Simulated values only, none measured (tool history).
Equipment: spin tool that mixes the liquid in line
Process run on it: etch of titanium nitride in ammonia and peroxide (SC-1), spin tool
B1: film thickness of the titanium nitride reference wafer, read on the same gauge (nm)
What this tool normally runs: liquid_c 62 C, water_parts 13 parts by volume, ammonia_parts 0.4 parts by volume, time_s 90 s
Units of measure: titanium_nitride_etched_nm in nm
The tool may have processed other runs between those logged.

Run 1, hour 0: usual settings but ammonia_parts 0.55 parts by volume; B1 149.98. Result: titanium_nitride_etched_nm 8.55 nm.
Run 2, hour 17.3: usual settings; B1 150.04. Result: titanium_nitride_etched_nm 8.05 nm.
Run 3, hour 31.8: usual settings; B1 150.03. Result: titanium_nitride_etched_nm 8.01 nm.
At hour 38.9: ammonia flow meter replaced.
At hour 43.2: new drum of ammonia solution connected.
Run 4, hour 44.6: usual settings; B1 149.99. Result: titanium_nitride_etched_nm 8.03 nm.
At hour 54.6: gauge calibrated.
Run 5, hour 60.7: usual settings; B1 150.04. Result: titanium_nitride_etched_nm 7.92 nm.
Run 6, hour 73.2: usual settings; B1 150.03. Result: titanium_nitride_etched_nm 7.91 nm.
Run 7, hour 89.3: usual settings; B1 149.99. Result: titanium_nitride_etched_nm 8.1 nm.
Run 8, hour 103.7: usual settings; B1 149.99. Result: titanium_nitride_etched_nm 7.9 nm.
Run 9, hour 112: usual settings; B1 149.96. Result: titanium_nitride_etched_nm 7.98 nm.
Run 10, hour 128.4: usual settings but time_s 115 s; B1 150. Result: titanium_nitride_etched_nm 10.39 nm.
At hour 138.2: thermometer replaced.
Run 11, hour 138.7: usual settings but liquid_c 70 C, ammonia_parts 0.25 parts by volume; B1 149.99. Result: titanium_nitride_etched_nm 12.47 nm.
Run 12, hour 152.5: usual settings but ammonia_parts 0.3 parts by volume, time_s 110 s; B1 149.99. Result: titanium_nitride_etched_nm 9.22 nm.
Run 13, hour 167.5: usual settings but liquid_c 67.5 C, ammonia_parts 0.35 parts by volume, time_s 75 s; B1 150.02. Result: titanium_nitride_etched_nm 9.16 nm.

Expected results for the next run?
Run 14, hour 179.4: usual settings but water_parts 8 parts by volume, ammonia_parts 0.2 parts by volume; B1 ?. Result: titanium_nitride_etched_nm ?.

Logged for run 14: B1 150.02, titanium_nitride_etched_nm 9.09 nm.
The same run, on a tool lacking any hidden state, would have yielded titanium_nitride_etched_nm 12.24 nm.
